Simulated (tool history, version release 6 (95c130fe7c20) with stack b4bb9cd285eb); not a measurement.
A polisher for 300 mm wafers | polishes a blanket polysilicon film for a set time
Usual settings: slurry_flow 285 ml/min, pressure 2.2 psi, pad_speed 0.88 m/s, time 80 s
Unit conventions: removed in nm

run,hour,slurry_flow,pressure,pad_speed,time,wafers since the last listed run,wafers polished on this pad,hours since the slurry nozzle was cleaned,hours since the head pressure was calibrated,"incoming thickness of the incoming film, nm",removed
1,0.0,335,2.2,0.88,80,0,3665,151.8,580.9,2141.7,508.0
2,83.7,335,2.2,0.88,80,995,4661,235.5,664.6,2126.7,517.9
3,369.7,285,2.2,0.88,80,3402,8063,521.5,950.6,2134.3,499.6
# hour 405.7: head pressure recalibrated
# hour 418.7: worn pad replaced by a new one
# hour 477.3: slurry nozzle cleaned
4,569.4,285,2.2,0.88,80,2292,1780,92.1,163.7,2111.6,471.8
5,615.6,285,2.2,0.88,80,549,2330,138.3,209.9,2114.2,469.9
6,663.0,230,2.2,1.06,80,563,2894,185.7,257.3,2167.1,534.7
7,730.9,230,2.2,1.06,80,807,3701,253.6,325.2,2133.8,507.8
8,775.1,285,2.2,0.88,80,525,4227,297.8,369.4,2162.9,467.0
9,871.7,285,2.2,0.88,80,1149,5376,394.4,466.0,2114.3,462.4
# hour 950.7: slurry nozzle cleaned, repeated, since the last time left the tool worse
10,952.1,285,2.2,0.88,80,944,6321,1.4,546.4,2123.8,519.5
# hour 1003.8: worn pad replaced by a new one
11,1024.8,335,2.2,0.88,96,817,249,74.1,619.1,2148.4,618.7
12,1116.8,355,2.2,0.88,80,1094,1343,166.1,711.1,2128.0,522.1
13,1193.9,355,2.2,0.88,80,917,2261,243.2,788.2,2125.7,516.5
14,1261.2,355,2.2,0.88,80,800,3061,310.5,855.5,2141.4,519.5
15,1339.0,240,2.5,0.88,80,925,3987,388.3,933.3,2133.2,546.0
16,1435.4,240,2.5,0.88,80,1146,5133,484.7,1029.7,2138.2,551.1
# hour 1460.2: head pressure recalibrated
# hour 1498.5: slurry nozzle cleaned
17,1528.3,240,2.5,0.88,80,1069,6203,29.8,68.1,2162.1,563.9
# hour 1564.6: worn pad replaced by a new one
18,1576.3,285,2.6,1.14,63,523,139,77.8,116.1,2182.2,582.5
19,1828.4,285,2.2,0.88,80,2998,3138,329.9,368.2,2118.6,499.6
20,1885.6,285,2.2,0.88,53,680,3818,387.1,425.4,2133.9,331.2
21,1979.2,285,1.7,0.88,80,1113,4931,480.7,519.0,2125.9,399.4
22,2049.7,285,2.4,1.08,80,838,5770,551.2,589.5,2150.7,657.4
23,2130.5,205,2.2,0.88,80,961,6731,632.0,670.3,2152.0,479.3
24,2203.8,285,2.2,0.88,80,871,7603,705.3,743.6,2182.4,492.8
# hour 2218.7: slurry nozzle cleaned
# hour 2268.3: worn pad replaced by a new one
25,2268.8,285,2.2,0.58,71,713,6,50.1,808.6,2114.9,322.1
26,2339.7,285,2.2,0.88,53,843,849,121.0,879.5,2121.3,331.6
# hour 2354.3: head pressure recalibrated
27,2445.3,285,2.2,0.88,80,1232,2082,226.6,91.0,2117.6,494.4
28,2521.5,285,2.2,0.88,80,906,2988,302.8,167.2,2135.1,498.1
29,2829.1,220,1.6,0.68,54,3659,6647,610.4,474.8,2132.1,195.3
30,2887.4,285,1.4,0.88,80,693,7341,668.7,533.1,2138.9,314.1
# hour 2891.9: worn pad replaced by a new one
# hour 2909.1: slurry nozzle cleaned
31,2945.7,205,2.2,0.88,80,634,627,36.6,591.4,2155.6,490.6

For run 32, what comes out?
32,2997.4,370,2.2,0.88,80,615,1242,88.3,643.1,2112.2,?

removed: 526.5 nm
The same run, on a tool lacking any hidden state, would have yielded removed 530.3 nm.

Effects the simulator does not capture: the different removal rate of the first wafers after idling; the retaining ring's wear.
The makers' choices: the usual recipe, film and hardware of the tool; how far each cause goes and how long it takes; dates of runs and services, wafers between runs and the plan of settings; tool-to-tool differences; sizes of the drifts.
